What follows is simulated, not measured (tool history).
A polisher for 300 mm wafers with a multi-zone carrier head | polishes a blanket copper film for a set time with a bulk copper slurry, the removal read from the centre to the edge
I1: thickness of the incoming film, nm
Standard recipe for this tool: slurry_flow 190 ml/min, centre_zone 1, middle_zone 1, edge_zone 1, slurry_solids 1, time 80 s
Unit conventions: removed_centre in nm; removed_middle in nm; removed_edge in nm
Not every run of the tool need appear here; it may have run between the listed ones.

run 1 day=0 | slurry_flow=190 centre_zone=1 middle_zone=1 edge_zone=1 slurry_solids=1 time=80 | I1=4619.5 | removed_centre=641.8 removed_middle=624.4 removed_edge=630.4
run 2 day=2.162 | slurry_flow=190 centre_zone=1 middle_zone=1 edge_zone=1 slurry_solids=1 time=80 | I1=4658.7 | removed_centre=598.5 removed_middle=597.4 removed_edge=604
run 3 day=3.367 | slurry_flow=190 centre_zone=1 middle_zone=1 edge_zone=1 slurry_solids=1 time=80 | I1=4688.9 | removed_centre=566.9 removed_middle=581.1 removed_edge=600.9
run 4 day=4.442 | slurry_flow=190 centre_zone=1 middle_zone=1 edge_zone=1 slurry_solids=1 time=80 | I1=4723.2 | removed_centre=580.8 removed_middle=586 removed_edge=591.6
run 5 day=5.929 | slurry_flow=190 centre_zone=1 middle_zone=1 edge_zone=1 slurry_solids=1 time=80 | I1=4588.3 | removed_centre=569.7 removed_middle=579.4 removed_edge=588.1
-- day=7.904 worn pad replaced by a new one
run 6 day=8.608 | slurry_flow=190 centre_zone=1 middle_zone=1 edge_zone=1 slurry_solids=1 time=80 | I1=4723.4 | removed_centre=613.6 removed_middle=645.4 removed_edge=631.3
run 7 day=11.017 | slurry_flow=190 centre_zone=1 middle_zone=1 edge_zone=1 slurry_solids=1 time=80 | I1=4710.2 | removed_centre=580.5 removed_middle=604.2 removed_edge=614.7
run 8 day=13.346 | slurry_flow=165 centre_zone=1 middle_zone=1 edge_zone=1 slurry_solids=1 time=80 | I1=4703.6 | removed_centre=537.3 removed_middle=583 removed_edge=583.6
-- day=13.558 centre zone pressure recalibrated
run 9 day=15.629 | slurry_flow=165 centre_zone=1 middle_zone=1 edge_zone=1 slurry_solids=1 time=80 | I1=4672.5 | removed_centre=616.8 removed_middle=572.4 removed_edge=586.6
-- day=17.088 slurry nozzle cleaned
run 10 day=17.279 | slurry_flow=190 centre_zone=1 middle_zone=1 edge_zone=1 slurry_solids=1 time=80 | I1=4652.4 | removed_centre=624.7 removed_middle=585.4 removed_edge=585.7
-- day=17.996 worn pad replaced by a new one
run 11 day=18.583 | slurry_flow=190 centre_zone=0.95 middle_zone=1 edge_zone=1.05 slurry_solids=1.15 time=80 | I1=4667.5 | removed_centre=671.5 removed_middle=653.3 removed_edge=667.1
run 12 day=20.988 | slurry_flow=190 centre_zone=1 middle_zone=1 edge_zone=1 slurry_solids=1 time=80 | I1=4737.7 | removed_centre=639.2 removed_middle=590.5 removed_edge=604.4
-- day=21.071 edge zone pressure recalibrated
run 13 day=22.196 | slurry_flow=190 centre_zone=1 middle_zone=1 edge_zone=1 slurry_solids=1 time=80 | I1=4634.4 | removed_centre=634.4 removed_middle=586 removed_edge=585.5
run 14 day=24.55 | slurry_flow=215 centre_zone=0.95 middle_zone=1 edge_zone=1 slurry_solids=0.85 time=80 | I1=4661.5 | removed_centre=546.6 removed_middle=550.3 removed_edge=551.5
run 15 day=25.55 | slurry_flow=190 centre_zone=1 middle_zone=1.1 edge_zone=1 slurry_solids=1.1 time=80 | I1=4693.5 | removed_centre=627.8 removed_middle=652.5 removed_edge=577.5
run 16 day=26.575 | slurry_flow=190 centre_zone=1 middle_zone=1 edge_zone=1 slurry_solids=1.3 time=80 | I1=4628.3 | removed_centre=652 removed_middle=615.7 removed_edge=622.2
-- day=27.746 worn pad replaced by a new one
-- day=28.129 carrier head's membrane replaced by a new one
run 17 day=29.046 | slurry_flow=225 centre_zone=1 middle_zone=1 edge_zone=1 slurry_solids=1 time=80 | I1=4691.2 | removed_centre=671.3 removed_middle=634.2 removed_edge=633.8
run 18 day=30.654 | slurry_flow=225 centre_zone=1 middle_zone=1 edge_zone=1 slurry_solids=1 time=80 | I1=4717.9 | removed_centre=649.1 removed_middle=614.2 removed_edge=610.2
run 19 day=32.438 | slurry_flow=190 centre_zone=1 middle_zone=1 edge_zone=1 slurry_solids=1 time=80 | I1=4597.1 | removed_centre=597.5 removed_middle=584.4 removed_edge=579.2
run 20 day=34.4 | slurry_flow=160 centre_zone=1 middle_zone=1 edge_zone=1 slurry_solids=1 time=80 | I1=4721 | removed_centre=585.6 removed_middle=563.7 removed_edge=570.9
run 21 day=36.262 | slurry_flow=190 centre_zone=0.94 middle_zone=0.91 edge_zone=0.89 slurry_solids=0.9 time=80 | I1=4713.4 | removed_centre=528.9 removed_middle=512 removed_edge=532

4 options for the next run, each taken on its own from the tool as it stands now. Forecast them:
run A day=36.279 | slurry_flow=190 centre_zone=1 middle_zone=1 edge_zone=0.94 slurry_solids=1 time=80 | I1=4674.8 | removed_centre=? removed_middle=? removed_edge=?
run B day=36.279 | slurry_flow=190 centre_zone=1 middle_zone=1 edge_zone=0.88 slurry_solids=1 time=62 | I1=4674.8 | removed_centre=? removed_middle=? removed_edge=?
run C day=36.279 | slurry_flow=190 centre_zone=1.04 middle_zone=1 edge_zone=1 slurry_solids=1 time=80 | I1=4674.8 | removed_centre=? removed_middle=? removed_edge=?
run D day=36.279 | slurry_flow=190 centre_zone=1 middle_zone=1 edge_zone=1.03 slurry_solids=1 time=80 | I1=4674.8 | removed_centre=? removed_middle=? removed_edge=?

run=A removed_centre=589.8 removed_middle=577 removed_edge=549.7
run=B removed_centre=457.1 removed_middle=447.2 removed_edge=413.3
run=C removed_centre=613.6 removed_middle=576.8 removed_edge=566.2
run=D removed_centre=589.8 removed_middle=576.9 removed_edge=574.4
With the hidden condition removed and each run's random variation left untouched, the same runs would have given:
run=A removed_centre=671.8 removed_middle=652.5 removed_edge=621.7
run=B removed_centre=520.6 removed_middle=505.7 removed_edge=467.4
run=C removed_centre=698.8 removed_middle=652.3 removed_edge=640.3
run=D removed_centre=671.8 removed_middle=652.4 removed_edge=649.6

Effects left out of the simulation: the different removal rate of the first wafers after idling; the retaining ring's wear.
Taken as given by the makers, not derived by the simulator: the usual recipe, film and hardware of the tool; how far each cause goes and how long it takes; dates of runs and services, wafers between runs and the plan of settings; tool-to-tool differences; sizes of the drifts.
